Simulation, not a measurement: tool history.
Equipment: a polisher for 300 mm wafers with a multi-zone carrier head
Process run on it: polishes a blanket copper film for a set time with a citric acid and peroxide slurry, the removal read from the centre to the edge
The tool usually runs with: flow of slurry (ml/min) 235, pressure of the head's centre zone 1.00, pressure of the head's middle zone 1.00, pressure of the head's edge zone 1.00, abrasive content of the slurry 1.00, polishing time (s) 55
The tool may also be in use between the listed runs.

run   hour  flow of slurry (ml/min)  pressure of the head's centre zone  pressure of the head's middle zone  pressure of the head's edge zone  abrasive content of the slurry  polishing time (s)  incoming thickness of the incoming film, nm  film removed at the wafer's centre (angstrom)  film removed at mid-radius (angstrom)  film removed at the wafer's edge (angstrom)
  1    0.0                      235                                1.00                                1.00                              1.00                            1.00                  55                                       1218.4                                           1088                                   1037                                         1060
  2   31.1                      235                                1.00                                1.00                              1.00                            1.00                  55                                       1197.7                                           1076                                   1017                                         1070
      49.9  -- slurry nozzle cleaned
      68.6  -- worn pad replaced by a new one
  3  210.0                      235                                1.06                                1.00                              1.00                            1.00                  55                                       1196.5                                           1113                                   1078                                         1074
  4  235.8                      190                                0.95                                1.00                              0.95                            1.00                  55                                       1198.4                                           1015                                   1009                                         1029
     263.3  -- carrier head's membrane replaced by a new one
  5  263.8                      215                                1.11                                1.00                              1.00                            0.85                  47                                       1195.8                                            983                                    855                                          889
     299.1  -- edge zone pressure recalibrated
  6  301.0                      190                                1.00                                1.00                              1.06                            1.00                  55                                       1197.2                                           1039                                    994                                         1082
  7  336.0                      185                                1.00                                1.00                              1.00                            1.15                  55                                       1172.5                                           1057                                   1024                                         1060
  8  372.9                      195                                1.00                                1.00                              0.90                            1.00                  55                                       1202.1                                           1036                                   1019                                          982
  9  433.9                      235                                1.00                                1.00                              1.00                            1.00                  55                                       1197.8                                           1055                                   1027                                         1062
     441.1  -- worn pad replaced by a new one
     459.5  -- slurry nozzle cleaned
     478.4  -- centre zone pressure recalibrated
 10  487.7                      235                                1.00                                1.00                              1.00                            1.00                  55                                       1202.4                                           1120                                   1067                                         1120
 11  536.6                      235                                0.88                                1.00                              1.00                            1.00                  55                                       1195.7                                           1019                                   1073                                         1110
 12  602.4                      195                                1.09                                1.00                              0.90                            1.00                  64                                       1206.2                                           1315                                   1186                                         1167
 13  630.7                      190                                0.94                                1.00                              1.00                            1.00                  55                                       1212.5                                            998                                   1003                                         1053
 14  700.6                      285                                1.00                                1.00                              1.00                            1.00                  55                                       1224.4                                           1108                                   1059                                         1066
 15  750.9                      195                                1.00                                1.00                              0.90                            1.00                  55                                       1220.2                                           1030                                   1014                                          996
 16  786.6                      235                                1.00                                0.93                              1.00                            1.00                  55                                       1208.6                                           1079                                   1010                                         1056
     802.0  -- worn pad replaced by a new one
 17  833.9                      235                                1.00                                1.00                              1.00                            1.00                  72                                       1200.6                                           1472                                   1468                                         1481
     843.6  -- slurry nozzle cleaned
 18  859.7                      235                                1.00                                0.95                              1.10                            1.15                  55                                       1214.1                                           1128                                   1057                                         1198
 19  892.1                      235                                1.00                                1.00                              0.91                            1.00                  69                                       1202.0                                           1400                                   1371                                         1320
 20  934.8                      235                                1.00                                1.00                              1.00                            1.00                  55                                       1219.8                                           1089                                   1080                                         1077

Predict each of these 5 candidate next runs independently; none follows another, all start after run 20:
  A  935.2                      235                                1.00                                1.00                              1.00                            1.00                  55                                       1226.2                                              ?                                      ?                                            ?
  B  935.2                      235                                1.00                                0.92                              1.00                            0.80                  55                                       1226.2                                              ?                                      ?                                            ?
  C  935.2                      235                                1.00                                1.00                              0.89                            1.00                  55                                       1226.2                                              ?                                      ?                                            ?
  D  935.2                      235                                1.00                                1.00                              0.93                            1.20                  55                                       1226.2                                              ?                                      ?                                            ?
  E  935.2                      160                                1.00                                1.00                              1.00                            0.70                  55                                       1226.2                                              ?                                      ?                                            ?

run  film removed at the wafer's centre (angstrom)  film removed at mid-radius (angstrom)  film removed at the wafer's edge (angstrom)
  A                                           1093                                   1052                                         1066
  B                                           1064                                    955                                         1039
  C                                           1093                                   1052                                         1009
  D                                           1120                                   1078                                         1055
  E                                            986                                    955                                          982
The same runs, with their run-to-run variation unchanged, on a tool lacking any hidden condition would have given:
run  film removed at the wafer's centre (angstrom)  film removed at mid-radius (angstrom)  film removed at the wafer's edge (angstrom)
  A                                           1160                                   1116                                         1131
  B                                           1129                                   1013                                         1102
  C                                           1160                                   1117                                         1071
  D                                           1189                                   1144                                         1120
  E                                           1046                                   1013                                         1042

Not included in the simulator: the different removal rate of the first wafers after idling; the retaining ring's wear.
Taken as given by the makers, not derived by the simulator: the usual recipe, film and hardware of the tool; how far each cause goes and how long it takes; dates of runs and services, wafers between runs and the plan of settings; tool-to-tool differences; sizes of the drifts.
